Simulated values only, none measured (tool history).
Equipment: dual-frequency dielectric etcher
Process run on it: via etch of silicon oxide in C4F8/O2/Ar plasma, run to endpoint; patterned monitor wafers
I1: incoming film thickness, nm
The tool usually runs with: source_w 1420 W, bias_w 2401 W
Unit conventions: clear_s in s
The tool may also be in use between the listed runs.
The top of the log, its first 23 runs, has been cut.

run 24 hour=710.6 | source_w=1710 bias_w=2889 | I1=1315.8 | clear_s=253.1
run 25 hour=728.4 | source_w=1730 bias_w=2766 | I1=1328.8 | clear_s=251.6
run 26 hour=740.6 | source_w=1420 bias_w=2183 | I1=1320.8 | clear_s=282.9
run 27 hour=768.5 | source_w=1420 bias_w=2401 | I1=1330.7 | clear_s=286.6
run 28 hour=789.7 | source_w=1420 bias_w=2853 | I1=1319.3 | clear_s=266.3
run 29 hour=810.6 | source_w=1600 bias_w=2008 | I1=1318.5 | clear_s=269.2
run 30 hour=834.3 | source_w=1420 bias_w=2401 | I1=1329 | clear_s=280.6
run 31 hour=852.1 | source_w=1420 bias_w=2579 | I1=1342.5 | clear_s=280.5
run 32 hour=865.8 | source_w=1190 bias_w=2056 | I1=1336.2 | clear_s=312.9
run 33 hour=899.1 | source_w=1570 bias_w=2727 | I1=1329.4 | clear_s=265.6
run 34 hour=928 | source_w=1420 bias_w=2401 | I1=1327.2 | clear_s=278.8

Below are 5 alternative next runs, each starting from the tool's condition after run 34. Predict each:
run A hour=928.5 | source_w=1420 bias_w=2401 | I1=1337.5 | clear_s=?
run B hour=928.5 | source_w=1420 bias_w=2054 | I1=1337.5 | clear_s=?
run C hour=928.5 | source_w=1300 bias_w=2925 | I1=1337.5 | clear_s=?
run D hour=928.5 | source_w=1720 bias_w=2882 | I1=1337.5 | clear_s=?
run E hour=928.5 | source_w=1280 bias_w=2249 | I1=1337.5 | clear_s=?

run=A clear_s=280.1
run=B clear_s=287.2
run=C clear_s=281
run=D clear_s=249.7
run=E clear_s=296.3
The same runs, with their run-to-run variation unchanged, on a tool lacking any hidden condition would have given:
run=A clear_s=280.1
run=B clear_s=287.2
run=C clear_s=281
run=D clear_s=249.7
run=E clear_s=296.3
